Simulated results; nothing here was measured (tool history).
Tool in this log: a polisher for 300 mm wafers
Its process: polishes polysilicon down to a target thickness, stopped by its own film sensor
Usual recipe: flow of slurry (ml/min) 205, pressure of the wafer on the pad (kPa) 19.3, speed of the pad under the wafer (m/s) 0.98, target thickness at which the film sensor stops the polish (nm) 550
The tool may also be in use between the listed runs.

run	hour	flow of slurry (ml/min)	pressure of the wafer on the pad (kPa)	speed of the pad under the wafer (m/s)	target thickness at which the film sensor stops the polish (nm)	incoming thickness of the incoming film, nm	time until the film sensor stopped the polish (s)
1	0	205	19.3	0.98	550	942.9	48.6
# hour 7.1: worn pad replaced by a new one
2	13.1	205	19.3	0.98	550	979.3	48.2
3	25.9	205	24.1	0.98	550	961.4	40.1
4	41.8	205	19.3	0.98	550	949.5	46.8
5	52.3	205	19.3	0.98	550	963	49
6	91.4	205	19.3	0.98	550	952.7	49.3
7	100.1	205	19.3	0.98	550	956.9	50.2
8	110.4	205	19.3	1.12	550	960.6	45.8
9	127	205	19.3	0.98	629	966.7	41.3
10	134.4	205	19.3	0.98	550	944.9	49
# hour 140: worn pad replaced by a new one
11	146.3	205	19.3	0.98	550	961.5	54.2
# hour 153.4: head pressure recalibrated
12	163.3	205	19.3	0.98	550	967.9	53.9
13	176.5	205	19.3	0.98	550	950	55.3
14	187.2	205	19.3	0.98	550	953.9	53.5
15	205	205	19.3	0.98	550	969.8	57.7
16	222.2	165	22.8	0.98	598	960.7	43.4
17	233	150	19.3	1.08	550	970.2	54.5
18	240.7	205	16.5	1.08	550	966.4	62.2
# hour 252.6: worn pad replaced by a new one, repeated, since the last time left the tool worse
19	253.4	205	19.3	0.98	670	977.7	36.3
20	262.6	205	19.3	0.98	550	943.1	47.5
21	277.1	205	19.3	0.98	550	950.5	48.3
22	286.9	205	13.8	0.9	550	951.9	74.7
23	294.3	205	15.2	1.2	438	953.6	66.1
# hour 297.6: slurry nozzle cleaned
24	311.5	205	19.3	0.98	550	947	47.8
25	329	205	19.3	0.98	550	956.7	48.1
26	346.8	205	16.5	0.98	550	954.2	57.2
27	360.4	205	22.8	1.1	550	964.4	38.7
# hour 371.5: worn pad replaced by a new one
28	374.8	205	23.4	0.98	550	940.2	39.4
29	426.6	175	19.3	0.98	676	965	35.8
30	437.8	180	19.3	1.3	550	966.3	39.6
31	446.5	205	19.3	0.98	550	957.3	50.4
32	464.4	205	14.5	0.98	591	973.1	62.2
# hour 478.1: worn pad replaced by a new one
33	478.6	205	19.3	0.98	550	949.4	47.3
34	492.3	205	19.3	0.98	550	954.5	47.5
35	506.7	205	13.1	1.1	653	957	49.1
36	523.4	160	13.1	0.98	550	959	74.2
37	532.6	205	19.3	0.98	550	962.5	50.3
38	542.3	205	19.3	0.98	550	966	51.9

State the hidden condition of the tool at each of the runs:
slurry flow missing at the pad, %: 0 in every run
deviation of the head's pressure from its setpoint, %: 0 in every run
H1: removal rate lost through wear of the pad, %
run	H1
1	5.67
2	0.948
3	2.2
4	3.3
5	3.82
6	4.93
7	5.07
8	5.19
9	5.34
10	5.39
11	11.3
12	12.9
13	13.7
14	14.2
15	14.8
16	15.2
17	15.4
18	15.5
19	0.317
20	1.38
21	2.64
22	3.27
23	3.66
24	4.33
25	4.78
26	5.08
27	5.24
28	1.55
29	5.13
30	5.47
31	5.67
32	5.98
33	0.443
34	1.96
35	3.09
36	3.99
37	4.35
38	4.66
